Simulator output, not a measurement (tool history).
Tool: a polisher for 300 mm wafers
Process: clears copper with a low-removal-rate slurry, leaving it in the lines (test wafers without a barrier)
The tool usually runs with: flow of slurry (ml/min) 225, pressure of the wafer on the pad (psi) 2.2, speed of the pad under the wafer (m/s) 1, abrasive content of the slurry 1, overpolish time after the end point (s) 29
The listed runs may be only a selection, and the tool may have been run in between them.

| run | hour | flow of slurry (ml/min) | pressure of the wafer on the pad (psi) | speed of the pad under the wafer (m/s) | abrasive content of the slurry | overpolish time after the end point (s) | wafers since the last listed run | wafers polished on this pad | hours since the slurry nozzle was cleaned | hours since the head pressure was calibrated | hours since the slurry blender was calibrated | incoming thickness of the incoming film, nm | time until the end point was called (s) | dishing of a wide line in a test structure (angstrom) |
|---|---|---|---|---|---|---|---|---|---|---|---|---|---|---|
| 1 | 0 | 225 | 2.2 | 1 | 1 | 29 | 0 | 285 | 190.1 | 1173.3 | 61.7 | 267.3 | 123.6 | 425 |
| 2 | 28.9 | 225 | 2.8 | 1 | 1 | 29 | 163 | 448 | 219 | 1202.2 | 90.6 | 259.5 | 95.4 | 520 |
|  | 41.1 | slurry blender recalibrated |
|  | 44.6 | worn pad replaced by a new one |
| 3 | 54.1 | 225 | 1.6 | 1 | 1 | 29 | 111 | 53 | 244.2 | 1227.4 | 13 | 260.6 | 167.4 | 305 |
| 4 | 82.7 | 225 | 1.6 | 1 | 1 | 29 | 161 | 215 | 272.8 | 1256 | 41.6 | 270.1 | 173.9 | 319 |
| 5 | 118.2 | 225 | 2.2 | 1 | 1 | 29 | 200 | 415 | 308.3 | 1291.5 | 77.1 | 266 | 124.6 | 407 |
|  | 135.5 | worn pad replaced by a new one |
|  | 174.3 | slurry blender recalibrated |
|  | 215.1 | head pressure recalibrated |
|  | 218.7 | worn pad replaced by a new one |
| 6 | 219.2 | 225 | 2.2 | 1 | 1 | 29 | 504 | 3 | 409.3 | 4.1 | 44.9 | 260.2 | 105.1 | 471 |
| 7 | 237.7 | 255 | 2.2 | 1 | 1 | 29 | 104 | 107 | 427.8 | 22.6 | 63.4 | 267.2 | 109.1 | 466 |
|  | 246.6 | slurry nozzle cleaned |
| 8 | 262.4 | 225 | 2.2 | 0.74 | 1 | 29 | 133 | 241 | 15.8 | 47.3 | 88.1 | 264.7 | 146.2 | 367 |
| 9 | 285.9 | 225 | 2.2 | 1 | 1.15 | 29 | 132 | 373 | 39.3 | 70.8 | 111.6 | 261.5 | 106.6 | 466 |

Run 10 is up next; what results do you expect?
|  | 294 | slurry blender recalibrated |
|  | 317.1 | worn pad replaced by a new one |
| 10 | 317.6 | 225 | 2.2 | 1.3 | 1 | 29 | 145 | 2 | 71 | 102.5 | 23.6 | 265 | ? | ? |

Run 10 gave time until the end point was called (s) 87.9, dishing of a wide line in a test structure (angstrom) 565.
Had the tool carried no hidden state, the very same run would have given time until the end point was called (s) 84.6, dishing of a wide line in a test structure (angstrom) 585.

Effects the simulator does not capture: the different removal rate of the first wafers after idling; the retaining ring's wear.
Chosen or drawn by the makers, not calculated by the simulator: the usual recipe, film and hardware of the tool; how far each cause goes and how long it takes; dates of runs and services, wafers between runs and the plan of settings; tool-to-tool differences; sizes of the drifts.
